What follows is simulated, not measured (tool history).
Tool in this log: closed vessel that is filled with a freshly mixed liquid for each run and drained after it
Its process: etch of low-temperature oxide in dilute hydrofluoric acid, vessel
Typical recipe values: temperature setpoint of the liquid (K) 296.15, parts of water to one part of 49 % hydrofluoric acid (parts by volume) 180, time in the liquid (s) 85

run,hour,temperature setpoint of the liquid (K),parts of water to one part of 49 % hydrofluoric acid (parts by volume),time in the liquid (s),wafers since the last listed run,hours since the thermometer was replaced,hours since the hydrofluoric acid flow meter was replaced,hours since the gauge calibration,"read-back film thickness of the low-temperature oxide reference wafer, read on the same gauge (nm)",thickness taken off the low-temperature oxide on a monitor wafer (nm)
1,0,296.15,180,100,0,24.4,1002.8,1764.2,50.017,4.914
# hour 55.9: gauge calibrated
2,95,296.15,180,100,5960,119.4,1097.8,39.1,50.027,4.838
3,189.8,296.15,180,85,5948,214.2,1192.6,133.9,49.983,4.105
# hour 198.4: hydrofluoric acid flow meter replaced
4,231.6,296.15,180,85,2560,256,33.2,175.7,50.026,4.421
5,328.5,296.15,180,85,6080,352.9,130.1,272.6,49.993,4.412
6,433.3,296.15,180,85,6575,457.7,234.9,377.4,50.019,4.343
7,527.2,296.15,180,85,5891,551.6,328.8,471.3,50.003,4.277
8,600.5,296.15,180,85,4599,624.9,402.1,544.6,49.979,4.253
9,703.1,296.15,110,85,6437,727.5,504.7,647.2,49.974,7.479
10,782,296.15,180,105,4950,806.4,583.6,726.1,50.018,5.183
11,857.4,296.15,180,105,4731,881.8,659,801.5,50.018,5.157
12,953.4,297.65,205,85,6023,977.8,755,897.5,49.983,3.709
13,1014.8,299.15,180,85,3852,1039.2,816.4,958.9,50.017,4.587
14,1081.7,299.15,180,85,4197,1106.1,883.3,1025.8,49.999,4.572
15,1172.4,299.15,180,85,5691,1196.8,974,1116.5,50.007,4.56
16,1223.5,298.65,180,85,3206,1247.9,1025.1,1167.6,49.996,4.414
# hour 1228.3: thermometer replaced
17,1317.4,293.15,155,120,5829,89.1,1119,1261.5,50.004,6.226
18,1379.6,296.15,180,85,3902,151.3,1181.2,1323.7,50.006,4.176
# hour 1423.3: hydrofluoric acid flow meter replaced
19,1466.1,300.15,250,100,5364,237.8,42.8,1410.2,49.988,4.042
20,1532.6,296.15,180,85,4172,304.3,109.3,1476.7,50.007,4.465
21,1622.9,296.15,180,85,5665,394.6,199.6,1567,49.985,4.472
22,1667.9,296.15,180,70,2823,439.6,244.6,1612,49.996,3.615
23,1771.1,296.15,180,85,6475,542.8,347.8,1715.2,49.998,4.393
24,1842.6,296.15,240,40,4486,614.3,419.3,1786.7,50.008,1.426
# hour 1873: gauge calibrated
25,1916.3,296.15,90,120,4624,688,493,43.3,49.984,13.439
26,1974.8,293.15,105,55,3670,746.5,551.5,101.8,49.993,4.568
27,2033.3,293.65,180,85,3670,805,610,160.3,50.001,3.858
28,2091.7,296.15,180,125,3664,863.4,668.4,218.7,50.007,6.203
29,2198.2,296.15,180,85,6682,969.9,774.9,325.2,49.982,4.164
30,2303.1,296.15,180,85,6582,1074.8,879.8,430.1,50.036,4.123
31,2374.9,300.65,135,85,4505,1146.6,951.6,501.9,49.994,6.885
32,2475.9,296.15,180,130,6337,1247.6,1052.6,602.9,50,6.221

Branching from run 32: 3 alternative next runs. What would each branch give?
A,2476.6,296.15,180,85,43,1248.3,1053.3,603.6,?,?
B,2476.6,296.15,180,65,43,1248.3,1053.3,603.6,?,?
C,2476.6,300.65,180,85,43,1248.3,1053.3,603.6,?,?

run,"read-back film thickness of the low-temperature oxide reference wafer, read on the same gauge (nm)",thickness taken off the low-temperature oxide on a monitor wafer (nm)
A,49.983,4.07
B,49.983,3.112
C,49.983,4.81
Had the tool no hidden state, the same runs would have come out as:
run,thickness taken off the low-temperature oxide on a monitor wafer (nm)
A,4.536
B,3.469
C,5.357
